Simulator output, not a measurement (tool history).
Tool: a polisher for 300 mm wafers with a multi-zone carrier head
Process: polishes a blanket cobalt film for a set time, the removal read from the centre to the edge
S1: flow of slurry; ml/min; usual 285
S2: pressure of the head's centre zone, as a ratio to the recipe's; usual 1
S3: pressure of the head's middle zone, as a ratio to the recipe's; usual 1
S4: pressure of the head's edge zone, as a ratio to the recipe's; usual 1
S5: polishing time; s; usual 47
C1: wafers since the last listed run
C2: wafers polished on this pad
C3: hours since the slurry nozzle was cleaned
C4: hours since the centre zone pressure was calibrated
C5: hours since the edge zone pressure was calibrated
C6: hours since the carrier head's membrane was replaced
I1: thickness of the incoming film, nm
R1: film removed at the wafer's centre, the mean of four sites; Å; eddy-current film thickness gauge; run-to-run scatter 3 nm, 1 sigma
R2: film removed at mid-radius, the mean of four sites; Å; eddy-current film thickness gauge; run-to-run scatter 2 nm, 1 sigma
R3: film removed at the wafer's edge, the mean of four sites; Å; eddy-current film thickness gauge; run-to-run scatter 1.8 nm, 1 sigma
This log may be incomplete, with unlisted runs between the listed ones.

Run 1, day 0: usual settings; C1 0; C2 1224; C3 486; C4 851.4; C5 1008.3; C6 472.8; I1 1415.9. Result: R1 1969 Å, R2 1962 Å, R3 1934 Å.
Run 2, day 1.392: usual settings; C1 205; C2 1429; C3 519.4; C4 884.8; C5 1041.7; C6 506.2; I1 1416.7. Result: R1 1901 Å, R2 1914 Å, R3 1885 Å.
At day 1.7: worn pad replaced by a new one.
Run 3, day 2.088: usual settings but S4 1.05; C1 78; C2 57; C3 536.1; C4 901.5; C5 1058.4; C6 522.9; I1 1400.9. Result: R1 2043 Å, R2 2043 Å, R3 2094 Å.
Run 4, day 2.883: usual settings but S4 1.05; C1 117; C2 174; C3 555.2; C4 920.6; C5 1077.5; C6 542; I1 1432.1. Result: R1 2038 Å, R2 2064 Å, R3 2100 Å.
Run 5, day 4.317: usual settings; C1 211; C2 385; C3 589.6; C4 955; C5 1111.9; C6 576.4; I1 1394.4. Result: R1 2007 Å, R2 2036 Å, R3 2022 Å.
Run 6, day 4.904: usual settings; C1 86; C2 472; C3 603.7; C4 969.1; C5 1126; C6 590.5; I1 1414.3. Result: R1 2093 Å, R2 2019 Å, R3 2012 Å.
Run 7, day 6.383: usual settings; C1 218; C2 690; C3 639.2; C4 1004.6; C5 1161.5; C6 626; I1 1408.8. Result: R1 2049 Å, R2 2021 Å, R3 1999 Å.
Run 8, day 6.938: usual settings; C1 81; C2 772; C3 652.5; C4 1017.9; C5 1174.8; C6 639.3; I1 1423.8. Result: R1 2063 Å, R2 1990 Å, R3 1941 Å.
At day 7.162: edge zone pressure recalibrated.
Run 9, day 7.529: usual settings but S4 0.95; C1 74; C2 847; C3 666.7; C4 1032.1; C5 8.8; C6 653.5; I1 1431.7. Result: R1 1979 Å, R2 1995 Å, R3 1955 Å.
At day 7.642: centre zone pressure recalibrated.
At day 8.129: carrier head's membrane replaced by a new one.
Run 10, day 8.5: usual settings but S3 1.1; C1 100; C2 947; C3 690; C4 20.6; C5 32.1; C6 8.9; I1 1428.6. Result: R1 1921 Å, R2 2109 Å, R3 1979 Å.
At day 8.983: slurry nozzle cleaned.
Run 11, day 9.346: usual settings but S1 360 ml/min, S3 1.06, S4 1.11, S5 63 s; C1 118; C2 1066; C3 8.7; C4 40.9; C5 52.4; C6 29.2; I1 1427.9. Result: R1 2709 Å, R2 2788 Å, R3 2742 Å.
At day 10.542: worn pad replaced by a new one.
Run 12, day 10.562: usual settings but S1 235 ml/min; C1 154; C2 3; C3 37.9; C4 70.1; C5 81.6; C6 58.4; I1 1436.1. Result: R1 1800 Å, R2 1796 Å, R3 1792 Å.
Run 13, day 11.45: usual settings; C1 130; C2 134; C3 59.2; C4 91.4; C5 102.9; C6 79.7; I1 1426.9. Result: R1 1855 Å, R2 1837 Å, R3 1814 Å.
At day 12.662: worn pad replaced by a new one, repeated, since the last time left the tool worse.
Run 14, day 12.821: usual settings but S1 255 ml/min, S4 1.09, S5 52 s; C1 177; C2 23; C3 92.1; C4 124.3; C5 135.8; C6 112.6; I1 1423.6. Result: R1 2318 Å, R2 2294 Å, R3 2359 Å.
Run 15, day 14.108: usual settings; C1 189; C2 213; C3 123; C4 155.2; C5 166.7; C6 143.5; I1 1398.6. Result: R1 2107 Å, R2 2101 Å, R3 2066 Å.
Run 16, day 14.671: usual settings; C1 82; C2 296; C3 136.5; C4 168.7; C5 180.2; C6 157; I1 1425.2. Result: R1 2070 Å, R2 2064 Å, R3 2055 Å.
Run 17, day 15.342: usual settings but S1 190 ml/min, S5 41 s; C1 98; C2 395; C3 152.6; C4 184.8; C5 196.3; C6 173.1; I1 1418.1. Result: R1 1676 Å, R2 1724 Å, R3 1722 Å.

Predict each of these 3 candidate next runs independently; none follows another, all start after run 17:
Run A, day 15.358: usual settings but S3 1.11; C1 2; C2 397; C3 153; C4 185.2; C5 196.7; C6 173.5; I1 1421.2. Result: R1 ?, R2 ?, R3 ?.
Run B, day 15.358: usual settings but S4 0.92, S5 52 s; C1 2; C2 397; C3 153; C4 185.2; C5 196.7; C6 173.5; I1 1421.2. Result: R1 ?, R2 ?, R3 ?.
Run C, day 15.358: usual settings but S1 360 ml/min, S2 1.1, S3 0.94, S4 0.91; C1 2; C2 397; C3 153; C4 185.2; C5 196.7; C6 173.5; I1 1421.2. Result: R1 ?, R2 ?, R3 ?.

run    R1    R2    R3
  A  2139  2230  1993
  B  2365  2310  2122
  C  2411  2053  1942
Take away the tool's hidden state, keep each run's random variation, and the runs would have read:
run    R1    R2    R3
  A  2156  2248  2009
  B  2384  2328  2139
  C  2430  2070  1958
